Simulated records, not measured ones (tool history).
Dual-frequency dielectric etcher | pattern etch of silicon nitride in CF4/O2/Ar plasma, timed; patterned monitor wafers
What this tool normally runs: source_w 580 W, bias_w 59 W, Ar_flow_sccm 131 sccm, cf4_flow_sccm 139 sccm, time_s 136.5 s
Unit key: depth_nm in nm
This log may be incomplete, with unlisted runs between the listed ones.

run    hour  source_w  bias_w  Ar_flow_sccm  cf4_flow_sccm  time_s  wafers since the last listed run  hours since the last wet clean  hours since the last source power generator calibration  hours since the last bias power generator calibration  hours since the last Ar flow controller change  hours since the last CF4 flow controller change  hours since the last upper electrode change  hours since the gauge calibration  read-back reference wafer on the same gauge, depth_nm  depth_nm
  1       0       580      59           131            139   136.5                                 0                           289.5                                                    480.7                                                   93.7                                          1613.6                                            506.5                                       2097.9                              333.6                                                  367.7       333
  2    43.5       580      59           131            157   101.5                               439                             333                                                    524.2                                                  137.2                                          1657.1                                              550                                       2141.4                              377.1                                                  367.4     247.8
  3   142.2       580      59           131            139   136.5                               997                           431.7                                                    622.9                                                  235.9                                          1755.8                                            648.7                                       2240.1                              475.8                                                  368.2     327.4
  4   180.8       580      59           131            139    98.5                               390                           470.3                                                    661.5                                                  274.5                                          1794.4                                            687.3                                       2278.7                              514.4                                                    368     232.3
  5   218.2       580      67           103            139      99                               378                           507.7                                                    698.9                                                  311.9                                          1831.8                                            724.7                                       2316.1                              551.8                                                  368.1     251.2
  6   265.2       720      59           110            139   121.5                               475                           554.7                                                    745.9                                                  358.9                                          1878.8                                            771.7                                       2363.1                              598.8                                                  367.8     349.3
        336  -- wet clean of the chamber
  7   359.3       580      59           131            139   136.5                               708                            23.3                                                      840                                                    453                                          1972.9                                            865.8                                       2457.2                              692.9                                                  367.6     335.7
      399.2  -- upper electrode replaced, of another model than before
      427.4  -- Ar flow controller replaced
  8   461.4       580      66           121            139     108                               728                           125.4                                                    942.1                                                  555.1                                              34                                            967.9                                         62.2                                795                                                    368     270.8
  9   559.6       580      59           131            163   136.5                               992                           223.6                                                   1040.3                                                  653.3                                           132.2                                           1066.1                                        160.4                              893.2                                                  368.4     340.9
 10   657.7       580      70           147            139   136.5                               991                           321.7                                                   1138.4                                                  751.4                                           230.3                                           1164.2                                        258.5                              991.3                                                  367.4     334.3
 11   702.2       540      59           131            112   136.5                               449                           366.2                                                   1182.9                                                  795.9                                           274.8                                           1208.7                                          303                             1035.8                                                  367.9     288.1
 12   753.4       580      59           131            139   136.5                               517                           417.4                                                   1234.1                                                  847.1                                             326                                           1259.9                                        354.2                               1087                                                  368.1       326
      846.7  -- wet clean of the chamber
 13   856.9       650      48           117            139   136.5                               803                            10.2                                                   1337.6                                                  950.6                                           429.5                                           1363.4                                        457.7                             1190.5                                                  367.9     382.5
 14   922.2       580      59           131            106   136.5                               660                            75.5                                                   1402.9                                                 1015.9                                           494.8                                           1428.7                                          523                             1255.8                                                  368.1     318.7
 15  1001.9       640      59           148            124   136.5                               805                           155.2                                                   1482.6                                                 1095.6                                           574.5                                           1508.4                                        602.7                             1335.5                                                  368.1     365.9
       1018  -- source power generator calibrated
 16  1066.2       580      59           131            139   136.5                               609                           219.5                                                     48.2                                                 1159.9                                           638.8                                           1572.7                                          667                             1399.8                                                  368.2     327.6
 17  1154.6       640      59           131            139     163                               893                           307.9                                                    136.6                                                 1248.3                                           727.2                                           1661.1                                        755.4                             1488.2                                                  367.9     437.4
 18  1192.3       580      69           163            127   136.5                               381                           345.6                                                    174.3                                                   1286                                           764.9                                           1698.8                                        793.1                             1525.9                                                    368     317.4
 19  1265.7       580      64           114            139   120.5                               742                             419                                                    247.7                                                 1359.4                                           838.3                                           1772.2                                        866.5                             1599.3                                                  367.7     295.5
 20  1369.2       580      59           120            139   136.5                              1046                           522.5                                                    351.2                                                 1462.9                                           941.8                                           1875.7                                          970                             1702.8                                                  367.9     322.6
 21  1445.3       540      59           131            148   136.5                               769                           598.6                                                    427.3                                                   1539                                          1017.9                                           1951.8                                       1046.1                             1778.9                                                    368     288.1

Here are 4 independent what-if runs from the current tool condition. What would each one return?
  A  1445.8       580      59           131            139   136.5                                 5                           599.1                                                    427.8                                                 1539.5                                          1018.4                                           1952.3                                       1046.6                             1779.4                                                      ?         ?
  B  1445.8       630      65           164            139     160                                 5                           599.1                                                    427.8                                                 1539.5                                          1018.4                                           1952.3                                       1046.6                             1779.4                                                      ?         ?
  C  1445.8       580      53           131            139    98.5                                 5                           599.1                                                    427.8                                                 1539.5                                          1018.4                                           1952.3                                       1046.6                             1779.4                                                      ?         ?
  D  1445.8       650      59           154            139   136.5                                 5                           599.1                                                    427.8                                                 1539.5                                          1018.4                                           1952.3                                       1046.6                             1779.4                                                      ?         ?

run  read-back reference wafer on the same gauge, depth_nm  depth_nm
  A                                                  367.7     316.7
  B                                                  367.7     407.4
  C                                                  367.7     224.5
  D                                                  367.7     358.7
Had the tool no hidden state, the same runs would have come out as:
run  depth_nm
  A     336.9
  B     433.4
  C     238.8
  D     381.6
